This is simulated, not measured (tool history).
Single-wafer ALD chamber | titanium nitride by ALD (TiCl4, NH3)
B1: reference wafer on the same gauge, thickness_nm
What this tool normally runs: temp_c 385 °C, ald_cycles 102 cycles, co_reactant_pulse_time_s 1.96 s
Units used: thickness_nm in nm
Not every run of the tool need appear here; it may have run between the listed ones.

Run 1, hour 0: usual settings but temp_c 381 °C; B1 2.212. Result: thickness_nm 2.353 nm.
Run 2, hour 56.2: usual settings but temp_c 381 °C; B1 2.209. Result: thickness_nm 2.347 nm.
Run 3, hour 101.2: usual settings but temp_c 382 °C, co_reactant_pulse_time_s 1.4 s; B1 2.206. Result: thickness_nm 2.302 nm.
Run 4, hour 141: usual settings; B1 2.203. Result: thickness_nm 2.352 nm.
Run 5, hour 173.9: usual settings; B1 2.202. Result: thickness_nm 2.341 nm.
Run 6, hour 218: usual settings; B1 2.199. Result: thickness_nm 2.344 nm.
Run 7, hour 269.9: usual settings; B1 2.195. Result: thickness_nm 2.332 nm.
Run 8, hour 312.8: usual settings; B1 2.192. Result: thickness_nm 2.332 nm.
Run 9, hour 361.4: usual settings; B1 2.187. Result: thickness_nm 2.338 nm.
Run 10, hour 392.3: usual settings; B1 2.185. Result: thickness_nm 2.334 nm.
At hour 432.6: gauge calibrated.
Run 11, hour 433.9: usual settings; B1 2.211. Result: thickness_nm 2.354 nm.
Run 12, hour 498.3: usual settings but temp_c 379 °C, ald_cycles 94 cycles, co_reactant_pulse_time_s 1.41 s; B1 2.212. Result: thickness_nm 2.109 nm.
At hour 649.5: showerhead replaced.
Run 13, hour 702.9: usual settings but temp_c 390 °C, ald_cycles 87 cycles, co_reactant_pulse_time_s 2.18 s; B1 2.208. Result: thickness_nm 2.023 nm.
Run 14, hour 763: usual settings but ald_cycles 83 cycles, co_reactant_pulse_time_s 2.64 s; B1 2.207. Result: thickness_nm 1.948 nm.
At hour 793.3: thermocouple changed; heater temperature recalibrated.
Run 15, hour 803.5: usual settings but temp_c 375 °C; B1 2.204. Result: thickness_nm 2.327 nm.
Run 16, hour 867.1: usual settings but temp_c 374 °C, co_reactant_pulse_time_s 2.65 s; B1 2.201. Result: thickness_nm 2.358 nm.
Run 17, hour 900.7: usual settings but ald_cycles 121 cycles; B1 2.198. Result: thickness_nm 2.777 nm.
Run 18, hour 931.3: usual settings; B1 2.197. Result: thickness_nm 2.341 nm.
Run 19, hour 968.3: usual settings; B1 2.193. Result: thickness_nm 2.349 nm.
Run 20, hour 1032.1: usual settings but temp_c 375 °C; B1 2.192. Result: thickness_nm 2.31 nm.

Below are 3 alternative next runs, each starting from the tool's condition after run 20. Predict each:
Run A, hour 1032.7: usual settings; B1 ?. Result: thickness_nm ?.
Run B, hour 1032.7: usual settings but ald_cycles 117 cycles, co_reactant_pulse_time_s 1.7 s; B1 ?. Result: thickness_nm ?.
Run C, hour 1032.7: usual settings but co_reactant_pulse_time_s 1.26 s; B1 ?. Result: thickness_nm ?.

run     B1  thickness_nm
  A  2.191         2.337
  B  2.191          2.66
  C  2.191         2.275
What these runs would have given with no unlogged condition in the tool:
run  thickness_nm
  A         2.369
  B         2.696
  C         2.306

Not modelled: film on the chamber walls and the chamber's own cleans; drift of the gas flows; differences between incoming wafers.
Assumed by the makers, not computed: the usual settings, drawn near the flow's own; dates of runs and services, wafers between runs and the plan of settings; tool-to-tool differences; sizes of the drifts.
